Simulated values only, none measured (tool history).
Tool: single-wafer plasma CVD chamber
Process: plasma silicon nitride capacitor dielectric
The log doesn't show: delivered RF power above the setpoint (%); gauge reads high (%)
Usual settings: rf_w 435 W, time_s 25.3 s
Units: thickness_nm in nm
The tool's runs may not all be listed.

run    hour  rf_w  time_s  wafers since the last listed run  hours since the last RF generator calibration  hours since the showerhead was replaced  hours since the gauge calibration  read-back reference wafer on the same gauge, thickness_nm  thickness_nm
  1     0.0   435    25.3                                 0                                          987.3                                   2442.2                              912.0                                                     27.931        32.601
  2    47.9   435    25.3                              1623                                         1035.2                                   2490.1                              959.9                                                     27.944        32.619
  3    84.2   435    25.3                              1230                                         1071.5                                   2526.4                              996.2                                                     27.902        32.687
  4   179.4   435    25.3                              3227                                         1166.7                                   2621.6                             1091.4                                                     27.911        32.671
  5   231.5   435    25.3                              1766                                         1218.8                                   2673.7                             1143.5                                                     27.918        32.232
  6   320.0   435    25.3                              3000                                         1307.3                                   2762.2                             1232.0                                                     27.986        32.156
  7   427.7   475    26.4                              3651                                         1415.0                                   2869.9                             1339.7                                                     27.931        34.885
  8   722.6   475    26.4                              9998                                         1709.9                                   3164.8                             1634.6                                                     27.921        34.933
  9   787.3   475    26.4                              2193                                         1774.6                                   3229.5                             1699.3                                                     27.960        34.797
 10   850.0   435    25.3                              2125                                         1837.3                                   3292.2                             1762.0                                                     27.919        32.100
 11   894.3   435    25.3                              1501                                         1881.6                                   3336.5                             1806.3                                                     27.963        31.817
      922.5  -- gauge calibrated
      924.0  -- RF generator calibrated
 12   944.8   435    25.3                              1440                                           20.8                                   3387.0                               22.3                                                     27.930        32.809
      988.1  -- showerhead replaced
 13  1042.4   435    25.3                              3037                                          118.4                                     54.3                              119.9                                                     27.921        32.836
 14  1109.5   435    25.3                              2274                                          185.5                                    121.4                              187.0                                                     27.971        32.790
 15  1173.6   435    25.3                              2173                                          249.6                                    185.5                              251.1                                                     27.907        32.785
 16  1228.9   435    25.3                              1874                                          304.9                                    240.8                              306.4                                                     27.860        32.510
 17  1296.1   435    25.3                              2278                                          372.1                                    308.0                              373.6                                                     27.869        32.649
 18  1371.6   435    25.3                              2559                                          447.6                                    383.5                              449.1                                                     27.944        32.764
 19  1424.9   435    25.3                              1807                                          500.9                                    436.8                              502.4                                                     27.835        32.556
 20  1517.5   515    27.3                              3139                                          593.5                                    529.4                              595.0                                                     27.898        38.214
 21  1624.8   490    29.9                              3637                                          700.8                                    636.7                              702.3                                                     27.897        40.770
 22  1727.1   435    25.3                              3468                                          803.1                                    739.0                              804.6                                                     27.819        32.741
 23  1778.4   395    25.3                              1739                                          854.4                                    790.3                              855.9                                                     27.891        30.898
 24  1858.1   405    30.1                              2702                                          934.1                                    870.0                              935.6                                                     28.017        37.387
 25  1899.1   495    30.1                              1390                                          975.1                                    911.0                              976.6                                                     27.918        40.801
 26  1946.2   385    21.7                              1596                                         1022.2                                    958.1                             1023.7                                                     27.868        25.965
 27  1999.5   475    20.4                              1807                                         1075.5                                   1011.4                             1077.0                                                     27.874        27.462
 28  2051.3   495    21.6                              1756                                         1127.3                                   1063.2                             1128.8                                                     27.878        29.385
 29  2230.7   435    25.3                              6082                                         1306.7                                   1242.6                             1308.2                                                     27.819        32.207
 30  2317.8   395    21.4                              2952                                         1393.8                                   1329.7                             1395.3                                                     27.867        25.982
 31  2386.0   435    25.3                              2312                                         1462.0                                   1397.9                             1463.5                                                     27.870        32.117
 32  2472.6   405    30.1                              2936                                         1548.6                                   1484.5                             1550.1                                                     27.892        36.859
     2476.1  -- gauge calibrated
 33  2547.7   400    25.3                              2546                                         1623.7                                   1559.6                               71.6                                                     27.949        30.740
 34  2638.5   435    25.3                              3078                                         1714.5                                   1650.4                              162.4                                                     27.862        32.040
 35  2736.1   460    25.3                              3308                                         1812.1                                   1748.0                              260.0                                                     27.851        32.447

4 ways to go on from here, each from the tool as it stands after run 35. What would each give?
  A  2736.5   435    25.3                                13                                         1812.5                                   1748.4                              260.4                                                          ?             ?
  B  2736.5   405    25.3                                13                                         1812.5                                   1748.4                              260.4                                                          ?             ?
  C  2736.5   520    25.3                                13                                         1812.5                                   1748.4                              260.4                                                          ?             ?
  D  2736.5   485    23.0                                13                                         1812.5                                   1748.4                              260.4                                                          ?             ?

run  read-back reference wafer on the same gauge, thickness_nm  thickness_nm
  A                                                     27.943        31.761
  B                                                     27.943        30.622
  C                                                     27.943        34.557
  D                                                     27.943        30.429
Without the tool's hidden state the same runs would have given:
run  thickness_nm
  A        33.067
  B        31.881
  C        35.977
  D        31.679
